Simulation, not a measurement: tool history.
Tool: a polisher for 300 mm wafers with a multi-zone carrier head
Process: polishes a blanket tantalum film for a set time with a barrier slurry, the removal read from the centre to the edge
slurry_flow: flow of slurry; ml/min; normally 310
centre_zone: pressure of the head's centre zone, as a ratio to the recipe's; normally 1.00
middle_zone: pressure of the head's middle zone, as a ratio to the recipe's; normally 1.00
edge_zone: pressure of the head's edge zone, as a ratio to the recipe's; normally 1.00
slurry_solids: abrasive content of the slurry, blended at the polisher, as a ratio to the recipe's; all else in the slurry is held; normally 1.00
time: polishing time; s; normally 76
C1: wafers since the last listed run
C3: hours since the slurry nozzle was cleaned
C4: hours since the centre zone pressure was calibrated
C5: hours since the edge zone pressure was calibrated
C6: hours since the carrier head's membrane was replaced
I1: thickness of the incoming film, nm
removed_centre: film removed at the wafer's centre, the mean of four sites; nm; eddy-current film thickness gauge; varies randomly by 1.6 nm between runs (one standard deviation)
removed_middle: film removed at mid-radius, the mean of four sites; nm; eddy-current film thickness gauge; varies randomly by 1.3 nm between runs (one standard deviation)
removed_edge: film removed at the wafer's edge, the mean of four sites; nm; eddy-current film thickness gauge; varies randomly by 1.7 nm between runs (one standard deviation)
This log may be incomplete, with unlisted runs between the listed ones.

{"run": 1, "hour": 0.0, "slurry_flow": 310, "centre_zone": 1.0, "middle_zone": 1.0, "edge_zone": 1.0, "slurry_solids": 1.0, "time": 76, "C1": 0, "wafers polished on this pad": 316, "C3": 180.5, "C4": 73.4, "C5": 506.2, "C6": 836.0, "I1": 292.5, "removed_centre": 115.4, "removed_middle": 113.3, "removed_edge": 114.2}
{"run": 2, "hour": 56.3, "slurry_flow": 310, "centre_zone": 1.0, "middle_zone": 1.0, "edge_zone": 1.0, "slurry_solids": 1.0, "time": 76, "C1": 499, "wafers polished on this pad": 815, "C3": 236.8, "C4": 129.7, "C5": 562.5, "C6": 892.3, "I1": 288.4, "removed_centre": 116.6, "removed_middle": 113.3, "removed_edge": 116.1}
{"run": 3, "hour": 93.2, "slurry_flow": 310, "centre_zone": 1.0, "middle_zone": 1.0, "edge_zone": 1.0, "slurry_solids": 1.0, "time": 76, "C1": 327, "wafers polished on this pad": 1143, "C3": 273.7, "C4": 166.6, "C5": 599.4, "C6": 929.2, "I1": 291.0, "removed_centre": 116.6, "removed_middle": 116.0, "removed_edge": 118.1}
{"run": 4, "hour": 120.2, "slurry_flow": 310, "centre_zone": 1.0, "middle_zone": 1.0, "edge_zone": 1.0, "slurry_solids": 1.0, "time": 76, "C1": 239, "wafers polished on this pad": 1382, "C3": 300.7, "C4": 193.6, "C5": 626.4, "C6": 956.2, "I1": 288.9, "removed_centre": 114.0, "removed_middle": 112.3, "removed_edge": 118.6}
{"hour": 122.8, "done": "slurry nozzle cleaned"}
{"run": 5, "hour": 172.2, "slurry_flow": 310, "centre_zone": 1.0, "middle_zone": 1.0, "edge_zone": 1.0, "slurry_solids": 1.0, "time": 76, "C1": 452, "wafers polished on this pad": 1834, "C3": 49.4, "C4": 245.6, "C5": 678.4, "C6": 1008.2, "I1": 289.8, "removed_centre": 114.9, "removed_middle": 113.9, "removed_edge": 120.5}
{"run": 6, "hour": 208.9, "slurry_flow": 400, "centre_zone": 1.0, "middle_zone": 1.0, "edge_zone": 1.0, "slurry_solids": 0.85, "time": 50, "C1": 325, "wafers polished on this pad": 2160, "C3": 86.1, "C4": 282.3, "C5": 715.1, "C6": 1044.9, "I1": 291.3, "removed_centre": 72.2, "removed_middle": 71.4, "removed_edge": 73.8}
{"run": 7, "hour": 233.6, "slurry_flow": 310, "centre_zone": 1.0, "middle_zone": 1.05, "edge_zone": 1.0, "slurry_solids": 1.0, "time": 76, "C1": 219, "wafers polished on this pad": 2379, "C3": 110.8, "C4": 307.0, "C5": 739.8, "C6": 1069.6, "I1": 290.6, "removed_centre": 117.5, "removed_middle": 116.7, "removed_edge": 122.1}
{"hour": 253.6, "done": "edge zone pressure recalibrated"}
{"run": 8, "hour": 269.9, "slurry_flow": 310, "centre_zone": 1.0, "middle_zone": 1.0, "edge_zone": 1.0, "slurry_solids": 1.25, "time": 76, "C1": 304, "wafers polished on this pad": 2683, "C3": 147.1, "C4": 343.3, "C5": 16.3, "C6": 1105.9, "I1": 295.4, "removed_centre": 123.3, "removed_middle": 122.8, "removed_edge": 126.3}
{"run": 9, "hour": 326.4, "slurry_flow": 310, "centre_zone": 1.04, "middle_zone": 1.0, "edge_zone": 1.0, "slurry_solids": 1.25, "time": 51, "C1": 500, "wafers polished on this pad": 3184, "C3": 203.6, "C4": 399.8, "C5": 72.8, "C6": 1162.4, "I1": 286.5, "removed_centre": 83.7, "removed_middle": 82.5, "removed_edge": 88.9}
{"hour": 356.4, "done": "worn pad replaced by a new one"}
{"run": 10, "hour": 375.3, "slurry_flow": 310, "centre_zone": 1.0, "middle_zone": 1.04, "edge_zone": 0.97, "slurry_solids": 1.0, "time": 76, "C1": 398, "wafers polished on this pad": 167, "C3": 252.5, "C4": 448.7, "C5": 121.7, "C6": 1211.3, "I1": 293.0, "removed_centre": 118.0, "removed_middle": 115.5, "removed_edge": 116.9}
{"run": 11, "hour": 405.6, "slurry_flow": 310, "centre_zone": 1.0, "middle_zone": 1.0, "edge_zone": 0.9, "slurry_solids": 1.0, "time": 76, "C1": 268, "wafers polished on this pad": 436, "C3": 282.8, "C4": 479.0, "C5": 152.0, "C6": 1241.6, "I1": 294.9, "removed_centre": 117.3, "removed_middle": 113.1, "removed_edge": 115.0}
{"run": 12, "hour": 465.1, "slurry_flow": 215, "centre_zone": 1.0, "middle_zone": 0.96, "edge_zone": 1.07, "slurry_solids": 1.15, "time": 76, "C1": 527, "wafers polished on this pad": 963, "C3": 342.3, "C4": 538.5, "C5": 211.5, "C6": 1301.1, "I1": 289.3, "removed_centre": 117.0, "removed_middle": 111.9, "removed_edge": 122.6}
{"hour": 490.1, "done": "slurry nozzle cleaned"}
{"run": 13, "hour": 507.9, "slurry_flow": 310, "centre_zone": 1.0, "middle_zone": 0.92, "edge_zone": 1.0, "slurry_solids": 1.3, "time": 76, "C1": 370, "wafers polished on this pad": 1334, "C3": 17.8, "C4": 581.3, "C5": 254.3, "C6": 1343.9, "I1": 289.2, "removed_centre": 127.2, "removed_middle": 118.9, "removed_edge": 129.2}
{"run": 14, "hour": 574.7, "slurry_flow": 310, "centre_zone": 1.0, "middle_zone": 0.91, "edge_zone": 1.0, "slurry_solids": 1.0, "time": 76, "C1": 592, "wafers polished on this pad": 1926, "C3": 84.6, "C4": 648.1, "C5": 321.1, "C6": 1410.7, "I1": 291.1, "removed_centre": 115.1, "removed_middle": 106.5, "removed_edge": 119.7}
{"run": 15, "hour": 645.3, "slurry_flow": 310, "centre_zone": 1.0, "middle_zone": 1.0, "edge_zone": 1.0, "slurry_solids": 1.0, "time": 76, "C1": 626, "wafers polished on this pad": 2552, "C3": 155.2, "C4": 718.7, "C5": 391.7, "C6": 1481.3, "I1": 284.0, "removed_centre": 116.4, "removed_middle": 112.8, "removed_edge": 118.9}
{"hour": 653.9, "done": "centre zone pressure recalibrated"}
{"hour": 659.4, "done": "worn pad replaced by a new one"}
{"hour": 663.5, "done": "carrier head's membrane replaced by a new one"}
{"run": 16, "hour": 787.4, "slurry_flow": 310, "centre_zone": 1.05, "middle_zone": 0.92, "edge_zone": 1.0, "slurry_solids": 1.0, "time": 76, "C1": 1169, "wafers polished on this pad": 1098, "C3": 297.3, "C4": 133.5, "C5": 533.8, "C6": 123.9, "I1": 286.8, "removed_centre": 118.2, "removed_middle": 106.5, "removed_edge": 115.6}
{"run": 17, "hour": 823.8, "slurry_flow": 405, "centre_zone": 1.0, "middle_zone": 1.0, "edge_zone": 1.0, "slurry_solids": 1.0, "time": 97, "C1": 322, "wafers polished on this pad": 1421, "C3": 333.7, "C4": 169.9, "C5": 570.2, "C6": 160.3, "I1": 288.7, "removed_centre": 150.5, "removed_middle": 148.5, "removed_edge": 153.8}
{"hour": 873.9, "done": "slurry nozzle cleaned"}
{"run": 18, "hour": 875.3, "slurry_flow": 310, "centre_zone": 1.0, "middle_zone": 0.93, "edge_zone": 0.97, "slurry_solids": 1.0, "time": 76, "C1": 447, "wafers polished on this pad": 1868, "C3": 1.4, "C4": 221.4, "C5": 621.7, "C6": 211.8, "I1": 285.1, "removed_centre": 115.4, "removed_middle": 104.0, "removed_edge": 119.1}
{"run": 19, "hour": 915.6, "slurry_flow": 310, "centre_zone": 1.0, "middle_zone": 1.08, "edge_zone": 0.97, "slurry_solids": 1.25, "time": 101, "C1": 357, "wafers polished on this pad": 2226, "C3": 41.7, "C4": 261.7, "C5": 662.0, "C6": 252.1, "I1": 291.6, "removed_centre": 165.4, "removed_middle": 173.9, "removed_edge": 169.3}
{"hour": 1007.9, "done": "worn pad replaced by a new one"}
{"hour": 1053.4, "done": "edge zone pressure recalibrated"}
{"run": 20, "hour": 1079.4, "slurry_flow": 310, "centre_zone": 1.0, "middle_zone": 1.0, "edge_zone": 1.0, "slurry_solids": 1.0, "time": 76, "C1": 1399, "wafers polished on this pad": 616, "C3": 205.5, "C4": 425.5, "C5": 26.0, "C6": 415.9, "I1": 295.9, "removed_centre": 120.0, "removed_middle": 113.7, "removed_edge": 117.5}
{"run": 21, "hour": 1108.5, "slurry_flow": 220, "centre_zone": 1.0, "middle_zone": 1.0, "edge_zone": 1.09, "slurry_solids": 0.85, "time": 76, "C1": 258, "wafers polished on this pad": 874, "C3": 234.6, "C4": 454.6, "C5": 55.1, "C6": 445.0, "I1": 290.6, "removed_centre": 103.8, "removed_middle": 103.3, "removed_edge": 112.4}
{"run": 22, "hour": 1142.6, "slurry_flow": 385, "centre_zone": 1.0, "middle_zone": 0.92, "edge_zone": 1.0, "slurry_solids": 1.0, "time": 51, "C1": 302, "wafers polished on this pad": 1176, "C3": 268.7, "C4": 488.7, "C5": 89.2, "C6": 479.1, "I1": 287.8, "removed_centre": 79.9, "removed_middle": 72.1, "removed_edge": 80.7}

Below are 3 alternative next runs, each starting from the tool's condition after run 22. Predict each:
{"run": "A", "hour": 1143.1, "slurry_flow": 310, "centre_zone": 1.0, "middle_zone": 1.0, "edge_zone": 1.0, "slurry_solids": 1.0, "time": 76, "C1": 4, "wafers polished on this pad": 1180, "C3": 269.2, "C4": 489.2, "C5": 89.7, "C6": 479.6, "I1": 287.5, "removed_centre": "?", "removed_middle": "?", "removed_edge": "?"}
{"run": "B", "hour": 1143.1, "slurry_flow": 310, "centre_zone": 1.0, "middle_zone": 1.0, "edge_zone": 0.91, "slurry_solids": 1.0, "time": 76, "C1": 4, "wafers polished on this pad": 1180, "C3": 269.2, "C4": 489.2, "C5": 89.7, "C6": 479.6, "I1": 287.5, "removed_centre": "?", "removed_middle": "?", "removed_edge": "?"}
{"run": "C", "hour": 1143.1, "slurry_flow": 310, "centre_zone": 0.93, "middle_zone": 1.0, "edge_zone": 1.0, "slurry_solids": 1.0, "time": 61, "C1": 4, "wafers polished on this pad": 1180, "C3": 269.2, "C4": 489.2, "C5": 89.7, "C6": 479.6, "I1": 287.5, "removed_centre": "?", "removed_middle": "?", "removed_edge": "?"}

run=A removed_centre=117.7 removed_middle=113.0 removed_edge=119.3
run=B removed_centre=117.7 removed_middle=113.0 removed_edge=115.0
run=C removed_centre=89.5 removed_middle=90.7 removed_edge=95.8
Had the tool no hidden state, the same runs would have come out as:
run=A removed_centre=117.7 removed_middle=113.0 removed_edge=119.3
run=B removed_centre=117.7 removed_middle=113.0 removed_edge=115.0
run=C removed_centre=89.5 removed_middle=90.7 removed_edge=95.8

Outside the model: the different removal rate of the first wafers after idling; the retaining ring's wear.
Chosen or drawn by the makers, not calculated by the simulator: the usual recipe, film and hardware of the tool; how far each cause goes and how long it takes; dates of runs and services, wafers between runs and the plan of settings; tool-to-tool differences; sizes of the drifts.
